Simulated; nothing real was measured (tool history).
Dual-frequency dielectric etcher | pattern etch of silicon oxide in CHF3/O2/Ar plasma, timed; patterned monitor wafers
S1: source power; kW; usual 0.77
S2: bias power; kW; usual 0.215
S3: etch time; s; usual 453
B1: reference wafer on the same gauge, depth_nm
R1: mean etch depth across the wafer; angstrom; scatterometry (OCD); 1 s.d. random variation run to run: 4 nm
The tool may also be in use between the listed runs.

run,hour,S1,S2,S3,B1,R1
1,0,0.77,0.176,405.5,1171,9074
# hour 25.4: wet clean of the chamber
2,48.9,0.77,0.192,453,1169.5,10787
3,145.3,0.77,0.192,453,1170.5,10661
# hour 184.9: source power generator calibrated
4,214.1,0.72,0.215,540,1171.7,12753
5,317.8,0.72,0.215,540,1168.1,12661
6,424.9,0.72,0.215,540,1170.8,12602
7,492,0.77,0.215,418.5,1169.9,9964
8,568.6,0.77,0.215,453,1171.9,10790
# hour 599.7: bias power generator calibrated
# hour 642.3: gauge calibrated
9,668.8,0.77,0.215,453,1171.5,10725
# hour 734.1: wet clean of the chamber
10,765.6,0.72,0.244,392.5,1168.9,9609
11,837.6,0.72,0.215,453,1170.4,10612
12,925.6,0.9,0.215,541,1170.9,13666
13,977,0.96,0.215,381.5,1170.1,9912
14,1058,0.77,0.215,453,1170.1,10832
# hour 1092: upper electrode replaced, of another model than before
15,1139.6,0.77,0.251,453,1170.2,11024
16,1319.5,0.77,0.215,453,1169.1,10679
17,1402.5,0.77,0.215,357,1170.5,8334
18,1444.6,0.63,0.215,453,1168.5,10131
# hour 1469.7: wet clean of the chamber
19,1521.9,0.77,0.215,453,1168.7,11147
20,1578.4,0.71,0.173,351,1171.2,8150
21,1623.7,0.77,0.197,453,1170.8,10847

Run 22, settings as shown, results not yet in. Your forecast:
22,1683.1,0.77,0.215,585.5,?,?

B1: 1170.2
R1: 14154 angstrom
On a tool with no hidden condition, and with the same random variation, this run would have come out at R1 14210 angstrom.
